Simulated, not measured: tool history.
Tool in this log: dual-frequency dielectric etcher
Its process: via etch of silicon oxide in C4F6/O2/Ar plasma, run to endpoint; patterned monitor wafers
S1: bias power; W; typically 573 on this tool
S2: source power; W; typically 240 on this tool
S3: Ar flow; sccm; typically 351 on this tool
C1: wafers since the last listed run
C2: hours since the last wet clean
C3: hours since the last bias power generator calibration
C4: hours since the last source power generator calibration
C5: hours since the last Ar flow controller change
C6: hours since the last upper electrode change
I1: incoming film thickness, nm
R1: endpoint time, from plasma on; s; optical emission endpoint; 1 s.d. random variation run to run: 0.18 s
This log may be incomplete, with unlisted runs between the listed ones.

run,hour,S1,S2,S3,C1,C2,C3,C4,C5,C6,I1,R1
1,0,573,260,351,0,253.8,3863.3,1680.9,4798.5,3703.5,128.8,29.2
2,16.6,573,260,351,235,270.4,3879.9,1697.5,4815.1,3720.1,128.3,28.6
3,51.7,573,240,351,498,305.5,3915,1732.6,4850.2,3755.2,128.8,29.5
4,75.9,573,240,351,343,329.7,3939.2,1756.8,4874.4,3779.4,128.4,29.7
5,91.3,573,240,351,218,345.1,3954.6,1772.2,4889.8,3794.8,129.7,29.5
6,103.9,573,240,351,178,357.7,3967.2,1784.8,4902.4,3807.4,128.7,29.5
7,121.4,614,240,351,248,375.2,3984.7,1802.3,4919.9,3824.9,127.5,27.9
8,153.9,614,240,351,461,407.7,4017.2,1834.8,4952.4,3857.4,129.1,28.5
# hour 204: wet clean of the chamber
# hour 205.6: upper electrode replaced
9,206.1,614,240,351,378,2.1,4069.4,1887,5004.6,0.5,127.4,28.1
10,216.4,634,240,351,146,12.4,4079.7,1897.3,5014.9,10.8,129.4,28
11,242.6,573,210,351,371,38.6,4105.9,1923.5,5041.1,37,129.3,30.8
12,272,573,210,351,417,68,4135.3,1952.9,5070.5,66.4,127.7,30.5
13,285.4,573,240,351,190,81.4,4148.7,1966.3,5083.9,79.8,129.9,29.9
# hour 306: bias power generator calibrated
14,314.7,573,240,351,359,110.7,8.7,1995.6,5113.2,109.1,129,29.5
15,328.1,573,240,351,190,124.1,22.1,2009,5126.6,122.5,129,29.3
16,342.2,573,240,351,200,138.2,36.2,2023.1,5140.7,136.6,129.2,29.7
17,376,522,260,298,479,172,70,2056.9,5174.5,170.4,126.4,29.7
18,401,499,270,295,354,197,95,2081.9,5199.5,195.4,128.8,31
19,413.9,573,240,296,183,209.9,107.9,2094.8,5212.4,208.3,129.1,29.4
# hour 427.8: Ar flow controller replaced
20,428.3,691,260,307,119,224.3,122.3,2109.2,0.5,222.7,128.3,25.7
21,462.3,573,240,351,482,258.3,156.3,2143.2,34.5,256.7,128.6,29.3
# hour 499.6: source power generator calibrated
22,542.8,634,240,351,1085,338.8,236.8,43.2,115,337.2,128.3,27.5
23,575.9,573,240,327,469,371.9,269.9,76.3,148.1,370.3,129.2,29.3
24,601.6,685,220,351,364,397.6,295.6,102,173.8,396,126.9,27
# hour 658.3: wet clean of the chamber
25,658.8,621,200,399,471,0.5,352.8,159.2,231,453.2,128.6,29.8
26,661.2,573,280,351,34,2.9,355.2,161.6,233.4,455.6,128.9,28.5

Alternative continuations, all from the tool just after run 26; predict every row:
A,661.6,573,240,351,5,3.3,355.6,162,233.8,456,129.1,?
B,661.6,573,240,418,5,3.3,355.6,162,233.8,456,129.1,?
C,661.6,657,180,351,5,3.3,355.6,162,233.8,456,129.1,?
D,661.6,520,240,351,5,3.3,355.6,162,233.8,456,129.1,?

run,R1
A,29.5
B,29.9
C,29.3
D,31.4
Stripped of hidden state, with their random variation kept, the same runs would have yielded:
run,R1
A,29.5
B,29.9
C,29.3
D,31.4
